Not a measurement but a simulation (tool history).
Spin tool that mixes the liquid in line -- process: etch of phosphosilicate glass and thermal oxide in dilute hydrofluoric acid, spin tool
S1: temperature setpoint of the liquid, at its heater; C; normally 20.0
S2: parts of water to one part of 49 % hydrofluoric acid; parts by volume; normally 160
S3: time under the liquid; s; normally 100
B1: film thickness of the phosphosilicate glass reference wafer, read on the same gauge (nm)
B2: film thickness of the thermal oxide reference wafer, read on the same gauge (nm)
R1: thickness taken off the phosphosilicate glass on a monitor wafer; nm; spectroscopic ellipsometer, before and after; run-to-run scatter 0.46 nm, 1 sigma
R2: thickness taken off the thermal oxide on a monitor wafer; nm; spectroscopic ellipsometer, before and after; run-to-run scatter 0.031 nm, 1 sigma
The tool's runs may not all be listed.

{"run": 1, "hour": 0.0, "S1": 20.0, "S2": 160, "S3": 100, "B1": 30.0, "B2": 129.989, "R1": 53.89, "R2": 2.04}
{"run": 2, "hour": 38.5, "S1": 20.0, "S2": 160, "S3": 100, "B1": 30.02, "B2": 130.016, "R1": 52.89, "R2": 1.981}
{"run": 3, "hour": 95.8, "S1": 20.0, "S2": 160, "S3": 100, "B1": 29.99, "B2": 130.033, "R1": 52.66, "R2": 2.013}
{"run": 4, "hour": 151.7, "S1": 20.0, "S2": 160, "S3": 100, "B1": 30.02, "B2": 129.959, "R1": 52.0, "R2": 1.992}
{"run": 5, "hour": 236.1, "S1": 20.0, "S2": 160, "S3": 100, "B1": 30.0, "B2": 129.98, "R1": 52.4, "R2": 2.009}
{"run": 6, "hour": 324.9, "S1": 22.0, "S2": 160, "S3": 115, "B1": 29.99, "B2": 129.954, "R1": 64.34, "R2": 2.434}
{"run": 7, "hour": 401.4, "S1": 22.0, "S2": 160, "S3": 115, "B1": 30.0, "B2": 130.054, "R1": 64.03, "R2": 2.448}
{"hour": 429.7, "done": "gauge calibrated"}
{"run": 8, "hour": 455.3, "S1": 22.0, "S2": 160, "S3": 115, "B1": 29.99, "B2": 130.014, "R1": 64.17, "R2": 2.433}
{"hour": 462.1, "done": "thermometer replaced"}
{"run": 9, "hour": 512.6, "S1": 20.0, "S2": 120, "S3": 100, "B1": 30.01, "B2": 129.936, "R1": 73.03, "R2": 2.784}
{"run": 10, "hour": 590.3, "S1": 20.0, "S2": 160, "S3": 100, "B1": 30.01, "B2": 130.011, "R1": 51.49, "R2": 1.965}
{"hour": 632.4, "done": "hydrofluoric acid flow meter replaced"}
{"run": 11, "hour": 687.8, "S1": 17.0, "S2": 160, "S3": 100, "B1": 29.98, "B2": 129.982, "R1": 52.07, "R2": 2.001}
{"run": 12, "hour": 748.3, "S1": 20.0, "S2": 85, "S3": 100, "B1": 29.99, "B2": 129.993, "R1": 118.37, "R2": 4.577}
{"run": 13, "hour": 796.0, "S1": 23.5, "S2": 205, "S3": 80, "B1": 30.02, "B2": 129.989, "R1": 39.43, "R2": 1.489}
{"run": 14, "hour": 880.9, "S1": 18.5, "S2": 230, "S3": 120, "B1": 30.0, "B2": 130.02, "R1": 43.15, "R2": 1.579}

Estimate the outcome of run 15 from the log above:
{"run": 15, "hour": 972.5, "S1": 20.0, "S2": 95, "S3": 100, "B1": "?", "B2": "?", "R1": "?", "R2": "?"}

{"run 15": {"B1": 30.0, "B2": 129.989, "R1": 104.37, "R2": 3.847}}
Were there no unlogged condition in the tool, this run, its random variation unchanged, would have produced R1 109.08 nm, R2 4.020 nm.
